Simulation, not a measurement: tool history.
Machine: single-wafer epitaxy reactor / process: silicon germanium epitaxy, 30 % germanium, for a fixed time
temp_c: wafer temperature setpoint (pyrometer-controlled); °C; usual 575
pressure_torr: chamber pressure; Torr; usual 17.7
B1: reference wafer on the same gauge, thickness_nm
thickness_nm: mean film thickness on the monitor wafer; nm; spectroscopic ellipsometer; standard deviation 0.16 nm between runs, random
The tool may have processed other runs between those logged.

{"run": 1, "hour": 0.0, "temp_c": 575, "pressure_torr": 17.7, "B1": 33.785, "thickness_nm": 40.266}
{"run": 2, "hour": 57.3, "temp_c": 575, "pressure_torr": 16.1, "B1": 33.786, "thickness_nm": 38.948}
{"run": 3, "hour": 93.9, "temp_c": 572, "pressure_torr": 19.0, "B1": 33.802, "thickness_nm": 38.899}
{"run": 4, "hour": 155.4, "temp_c": 575, "pressure_torr": 20.2, "B1": 33.814, "thickness_nm": 41.762}
{"hour": 224.3, "done": "pyrometer calibrated"}
{"run": 5, "hour": 224.8, "temp_c": 575, "pressure_torr": 18.9, "B1": 33.794, "thickness_nm": 40.918}
{"run": 6, "hour": 269.2, "temp_c": 575, "pressure_torr": 15.8, "B1": 33.78, "thickness_nm": 38.939}
{"hour": 294.6, "done": "showerhead replaced"}
{"run": 7, "hour": 325.8, "temp_c": 575, "pressure_torr": 15.8, "B1": 33.763, "thickness_nm": 38.6}
{"run": 8, "hour": 370.7, "temp_c": 575, "pressure_torr": 15.8, "B1": 33.803, "thickness_nm": 39.027}
{"run": 9, "hour": 407.0, "temp_c": 575, "pressure_torr": 17.7, "B1": 33.774, "thickness_nm": 40.029}
{"run": 10, "hour": 443.1, "temp_c": 575, "pressure_torr": 17.7, "B1": 33.807, "thickness_nm": 39.958}
{"hour": 473.6, "done": "gauge calibrated"}
{"run": 11, "hour": 513.1, "temp_c": 571, "pressure_torr": 17.7, "B1": 33.828, "thickness_nm": 37.743}
{"run": 12, "hour": 545.1, "temp_c": 571, "pressure_torr": 17.7, "B1": 33.782, "thickness_nm": 37.507}
{"run": 13, "hour": 608.8, "temp_c": 575, "pressure_torr": 17.7, "B1": 33.83, "thickness_nm": 40.207}
{"run": 14, "hour": 677.8, "temp_c": 580, "pressure_torr": 15.1, "B1": 33.78, "thickness_nm": 41.812}
{"run": 15, "hour": 702.2, "temp_c": 584, "pressure_torr": 17.7, "B1": 33.772, "thickness_nm": 46.895}
{"run": 16, "hour": 759.6, "temp_c": 575, "pressure_torr": 17.7, "B1": 33.793, "thickness_nm": 40.396}
{"run": 17, "hour": 788.4, "temp_c": 585, "pressure_torr": 17.7, "B1": 33.8, "thickness_nm": 47.286}
{"run": 18, "hour": 814.6, "temp_c": 583, "pressure_torr": 14.1, "B1": 33.777, "thickness_nm": 43.028}
{"run": 19, "hour": 841.1, "temp_c": 575, "pressure_torr": 21.0, "B1": 33.795, "thickness_nm": 42.165}
{"run": 20, "hour": 902.1, "temp_c": 588, "pressure_torr": 17.7, "B1": 33.785, "thickness_nm": 50.069}
{"run": 21, "hour": 936.0, "temp_c": 565, "pressure_torr": 16.6, "B1": 33.786, "thickness_nm": 33.03}
{"run": 22, "hour": 973.5, "temp_c": 588, "pressure_torr": 15.0, "B1": 33.806, "thickness_nm": 47.739}
{"run": 23, "hour": 1008.6, "temp_c": 583, "pressure_torr": 17.7, "B1": 33.801, "thickness_nm": 46.217}
{"hour": 1039.1, "done": "capacitance manometer re-zeroed and calibrated"}
{"run": 24, "hour": 1052.4, "temp_c": 575, "pressure_torr": 17.7, "B1": 33.807, "thickness_nm": 40.425}
{"run": 25, "hour": 1094.8, "temp_c": 588, "pressure_torr": 19.1, "B1": 33.784, "thickness_nm": 51.326}
{"run": 26, "hour": 1119.7, "temp_c": 575, "pressure_torr": 17.7, "B1": 33.794, "thickness_nm": 40.348}
{"run": 27, "hour": 1172.8, "temp_c": 584, "pressure_torr": 20.2, "B1": 33.788, "thickness_nm": 48.63}
{"run": 28, "hour": 1235.0, "temp_c": 560, "pressure_torr": 17.7, "B1": 33.805, "thickness_nm": 30.722}
{"run": 29, "hour": 1303.3, "temp_c": 563, "pressure_torr": 20.2, "B1": 33.811, "thickness_nm": 34.225}
{"run": 30, "hour": 1435.5, "temp_c": 579, "pressure_torr": 21.4, "B1": 33.788, "thickness_nm": 45.508}
{"run": 31, "hour": 1464.3, "temp_c": 567, "pressure_torr": 15.0, "B1": 33.778, "thickness_nm": 33.252}
{"run": 32, "hour": 1530.1, "temp_c": 563, "pressure_torr": 22.0, "B1": 33.809, "thickness_nm": 34.924}

Run 33, settings as shown, results not yet in. Your forecast:
{"run": 33, "hour": 1562.1, "temp_c": 575, "pressure_torr": 17.7, "B1": "?", "thickness_nm": "?"}

{"run 33": {"B1": 33.82, "thickness_nm": 40.123}}
Minus the tool's unlogged condition, the same run would have read thickness_nm 40.123 nm.
